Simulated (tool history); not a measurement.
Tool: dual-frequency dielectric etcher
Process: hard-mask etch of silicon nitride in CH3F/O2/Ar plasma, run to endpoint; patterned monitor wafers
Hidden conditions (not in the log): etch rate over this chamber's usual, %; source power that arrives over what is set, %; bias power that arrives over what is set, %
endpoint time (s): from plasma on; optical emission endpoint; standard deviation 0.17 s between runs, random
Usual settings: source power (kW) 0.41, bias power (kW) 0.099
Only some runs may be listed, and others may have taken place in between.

run	day	source power (kW)	bias power (kW)	wafers since the last listed run	hours since the last wet clean	hours since the last source power generator calibration	hours since the last bias power generator calibration	hours since the last upper electrode change	incoming incoming film thickness, nm	endpoint time (s)
1	0	0.41	0.099	0	263.6	2415.2	2612.3	2345.9	29.2	36.7
2	4.371	0.38	0.116	1145	368.5	2520.1	2717.2	2450.8	29.58	35.1
3	6.696	0.38	0.116	609	424.3	2575.9	2773	2506.6	29.52	35
4	9.954	0.38	0.116	854	502.5	2654.1	2851.2	2584.8	29.24	34.9
# day 24.321: wet clean of the chamber
5	24.342	0.41	0.108	3509	0.5	2999.4	3196.5	2930.1	29.57	36.1
6	27.054	0.41	0.108	710	65.6	3064.5	3261.6	2995.2	29.29	35.5
7	29.25	0.41	0.099	575	118.3	3117.2	3314.3	3047.9	29.58	37.6
# day 30.371: upper electrode replaced
8	33.046	0.41	0.099	732	209.4	3208.3	3405.4	64.2	29.44	37.2
9	43.879	0.35	0.099	2839	469.4	3468.3	3665.4	324.2	29.64	39.1
10	47.996	0.41	0.099	1079	568.2	3567.1	3764.2	423	29.48	36.8
# day 52.588: wet clean of the chamber
11	52.608	0.41	0.099	946	0.5	3677.8	3874.9	533.7	29.14	37.4
12	55.104	0.41	0.099	654	60.4	3737.7	3934.8	593.6	29.51	37.7
13	58.033	0.41	0.099	767	130.7	3808	4005.1	663.9	29.42	37.4
# day 59.079: source power generator calibrated
14	61.483	0.5	0.122	860	213.5	57.7	4087.9	746.7	29.62	31
15	65.979	0.46	0.077	1178	321.4	165.6	4195.8	854.6	29.69	39.3
16	67.592	0.33	0.112	422	360.1	204.3	4234.5	893.3	29.52	37.4
17	71.554	0.46	0.122	1038	455.2	299.4	4329.6	988.4	29.11	31.2
# day 75.525: bias power generator calibrated
18	75.546	0.5	0.116	1002	551	395.2	0.5	1084.2	29.6	31.3
19	78.933	0.44	0.115	887	632.3	476.5	81.8	1165.5	29.71	33.2
# day 80.225: wet clean of the chamber
20	83.021	0.41	0.099	809	67.1	574.6	179.9	1263.6	29.53	37
21	87.9	0.33	0.085	1278	184.2	691.7	297	1380.7	29.71	43.4
22	89.446	0.45	0.118	405	221.3	728.8	334.1	1417.8	29.57	32.6
23	91.296	0.41	0.076	484	265.7	773.2	378.5	1462.2	29.6	41.6
24	93.638	0.37	0.087	613	321.9	829.4	434.7	1518.4	29.67	40.9
25	96.225	0.38	0.076	678	384	891.5	496.8	1580.5	29.37	42.4
26	98.942	0.41	0.092	712	449.2	956.7	562	1645.7	29.33	37.6
27	101.504	0.44	0.109	671	510.7	1018.2	623.5	1707.2	29.63	34
28	103.475	0.41	0.099	516	558	1065.5	670.8	1754.5	29.55	36.4
29	106.142	0.41	0.076	698	622	1129.5	734.8	1818.5	29.77	41.5
# day 109.554: wet clean of the chamber
30	109.575	0.41	0.099	637	0.5	1211.9	817.2	1900.9	29.42	37.4
31	110.704	0.33	0.119	295	27.6	1239	844.3	1928	29.64	37.5
32	113.354	0.37	0.087	694	91.2	1302.6	907.9	1991.6	29.49	41.3
33	116.338	0.45	0.117	781	162.8	1374.2	979.5	2063.2	29.69	33.2
34	119.579	0.31	0.108	849	240.6	1452	1057.3	2141	29.24	39.3
35	122.579	0.36	0.106	786	312.6	1524	1129.3	2213	29.7	37.5

Results for each run, recomputed without the tool's hidden state and with each run's random variation untouched:
run	endpoint time (s)
1	36.7
2	35.2
3	35.2
4	35.2
5	35.6
6	35
7	37.2
8	37
9	39.2
10	37
11	36.7
12	37
13	36.9
14	31.3
15	39.9
16	38
17	31.8
18	31.9
19	34
20	37.2
21	43.8
22	33
23	42.2
24	41.5
25	43.1
26	38.2
27	34.7
28	37.2
29	42.5
30	37.2
31	37.3
32	41.2
33	33.2
34	39.4
35	37.7
